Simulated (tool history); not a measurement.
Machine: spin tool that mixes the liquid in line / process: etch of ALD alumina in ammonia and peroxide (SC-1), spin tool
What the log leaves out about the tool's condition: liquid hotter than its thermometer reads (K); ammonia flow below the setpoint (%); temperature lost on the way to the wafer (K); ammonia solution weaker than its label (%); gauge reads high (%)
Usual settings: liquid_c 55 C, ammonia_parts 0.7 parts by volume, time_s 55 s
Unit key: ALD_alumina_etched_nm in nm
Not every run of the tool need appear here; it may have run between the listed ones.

run     day  liquid_c  ammonia_parts  time_s  wafers since the last listed run  hours since the thermometer was replaced  hours since the ammonia flow meter was replaced  hours since the heated supply line was repaired  hours since the drum of ammonia solution was connected  hours since the gauge calibration  read-back film thickness of the ALD alumina reference wafer, read on the same gauge (nm)  ALD_alumina_etched_nm
  1       0        55            0.7      55                                 0                                     429.6                                            190.5                                           2009.3                                                     153                              156.2                                                                                    90.013                  4.232
  2   0.692        55            0.7      55                               162                                     446.2                                            207.1                                           2025.9                                                   169.6                              172.8                                                                                    90.024                  4.251
  3   1.354        60            0.7      55                               155                                     462.1                                              223                                           2041.8                                                   185.5                              188.7                                                                                    90.019                  5.487
  4   1.742        60            0.7      55                                91                                     471.4                                            232.3                                           2051.1                                                   194.8                                198                                                                                    89.988                  5.445
  5   2.088        60            0.7      55                                81                                     479.7                                            240.6                                           2059.4                                                   203.1                              206.3                                                                                    89.984                  5.525
  6   2.488        61            0.5      55                                94                                     489.3                                            250.2                                             2069                                                   212.7                              215.9                                                                                    90.035                  5.648
  7   2.862        55            0.8      30                                88                                     498.3                                            259.2                                             2078                                                   221.7                              224.9                                                                                    90.011                  2.337
  8   3.238        55            0.7      30                                88                                     507.3                                            268.2                                             2087                                                   230.7                              233.9                                                                                    89.953                  2.324
      3.525  -- new drum of ammonia solution connected
      4.033  -- heated supply line repaired
  9   4.554        62           0.55      55                               289                                     538.9                                            299.8                                             12.5                                                    24.7                              265.5                                                                                    90.012                  6.019
 10   5.117        62            0.7      85                               132                                     552.4                                            313.3                                               26                                                    38.2                                279                                                                                    90.001                  9.401
      5.288  -- gauge calibrated
      6.075  -- thermometer replaced
 11   6.488        55            0.7      55                               312                                       9.9                                            346.2                                             58.9                                                    71.1                               28.8                                                                                        90                  4.262
 12   7.158      57.5            0.4      35                               157                                        26                                            362.3                                               75                                                    87.2                               44.9                                                                                     90.02                  2.932
      8.042  -- ammonia flow meter replaced
 13   8.692        55            0.7      55                               350                                      62.8                                             15.6                                            111.8                                                     124                               81.7                                                                                    90.028                  4.201
 14   9.138        55            0.9      55                               104                                      73.5                                             26.3                                            122.5                                                   134.7                               92.4                                                                                    89.975                  4.332
 15   9.496        55            0.7      55                                84                                      82.1                                             34.9                                            131.1                                                   143.3                                101                                                                                    89.976                   4.23
 16   9.833        63            0.8      25                                79                                      90.2                                               43                                            139.2                                                   151.4                              109.1                                                                                    89.942                  2.954
 17  10.454        55            0.7      55                               145                                     105.1                                             57.9                                            154.1                                                   166.3                                124                                                                                    89.948                  4.242
 18  10.721        50            0.8      75                                62                                     111.5                                             64.3                                            160.5                                                   172.7                              130.4                                                                                    90.012                  4.499
 19  11.458        47           0.35      65                               173                                     129.2                                               82                                            178.2                                                   190.4                              148.1                                                                                    89.984                  3.042
     11.583  -- new drum of ammonia solution connected
 20  11.804        55            0.7      55                                71                                     137.5                                             90.3                                            186.5                                                     5.3                              156.4                                                                                    89.983                  4.249
 21  12.425      48.5            0.6      55                               145                                     152.4                                            105.2                                            201.4                                                    20.2                              171.3                                                                                    89.993                  2.947

Run 22 has not been measured yet. What should we expect?
 22  14.254      63.5            0.7      70                               429                                     196.3                                            149.1                                            245.3                                                    64.1                              215.2                                                                                         ?                      ?

read-back film thickness of the ALD alumina reference wafer, read on the same gauge (nm): 89.964
ALD_alumina_etched_nm: 8.48 nm
On a tool with no hidden condition, and with the same random variation, this run would have come out at ALD_alumina_etched_nm 8.48 nm.
